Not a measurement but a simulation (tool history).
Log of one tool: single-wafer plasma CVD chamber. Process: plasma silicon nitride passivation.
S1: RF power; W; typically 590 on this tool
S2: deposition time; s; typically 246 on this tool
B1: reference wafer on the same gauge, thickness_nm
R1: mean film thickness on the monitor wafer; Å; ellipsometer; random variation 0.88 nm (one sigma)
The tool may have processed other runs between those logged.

{"run": 1, "hour": 0.0, "S1": 590, "S2": 246, "B1": 328.259, "R1": 3878.12}
{"run": 2, "hour": 28.3, "S1": 590, "S2": 246, "B1": 328.05, "R1": 3873.69}
{"run": 3, "hour": 64.3, "S1": 590, "S2": 246, "B1": 327.983, "R1": 3884.14}
{"run": 4, "hour": 78.5, "S1": 505, "S2": 246, "B1": 327.951, "R1": 3551.98}
{"run": 5, "hour": 113.3, "S1": 505, "S2": 246, "B1": 328.261, "R1": 3570.47}
{"run": 6, "hour": 137.9, "S1": 510, "S2": 270, "B1": 328.009, "R1": 3936.43}
{"run": 7, "hour": 160.1, "S1": 590, "S2": 223, "B1": 327.849, "R1": 3499.94}
{"run": 8, "hour": 186.3, "S1": 590, "S2": 223, "B1": 328.069, "R1": 3513.19}
{"run": 9, "hour": 214.1, "S1": 540, "S2": 246, "B1": 328.053, "R1": 3695.11}
{"run": 10, "hour": 231.1, "S1": 540, "S2": 246, "B1": 328.061, "R1": 3685.08}
{"run": 11, "hour": 248.7, "S1": 655, "S2": 246, "B1": 328.083, "R1": 4080.82}
{"run": 12, "hour": 278.3, "S1": 655, "S2": 246, "B1": 327.951, "R1": 4066.49}
{"hour": 294.2, "done": "RF generator calibrated"}
{"run": 13, "hour": 303.6, "S1": 590, "S2": 246, "B1": 328.349, "R1": 4047.76}
{"run": 14, "hour": 316.9, "S1": 535, "S2": 283, "B1": 327.947, "R1": 4417.93}
{"run": 15, "hour": 336.5, "S1": 590, "S2": 285, "B1": 328.197, "R1": 4681.28}
{"run": 16, "hour": 364.9, "S1": 590, "S2": 246, "B1": 327.788, "R1": 4023.19}
{"run": 17, "hour": 381.2, "S1": 635, "S2": 246, "B1": 327.871, "R1": 4197.33}
{"run": 18, "hour": 393.4, "S1": 485, "S2": 246, "B1": 328.148, "R1": 3618}
{"hour": 401.5, "done": "showerhead replaced"}
{"run": 19, "hour": 421.5, "S1": 590, "S2": 246, "B1": 327.921, "R1": 4011.67}
{"run": 20, "hour": 453.5, "S1": 550, "S2": 201, "B1": 327.757, "R1": 3179.77}

The next listed run, before its measurement:
{"run": 21, "hour": 466.7, "S1": 545, "S2": 260, "B1": "?", "R1": "?"}

Run 21 yielded B1 328.063, R1 4075.51 Å.
With no hidden state in the tool, this same run would have given R1 4116.41 Å.
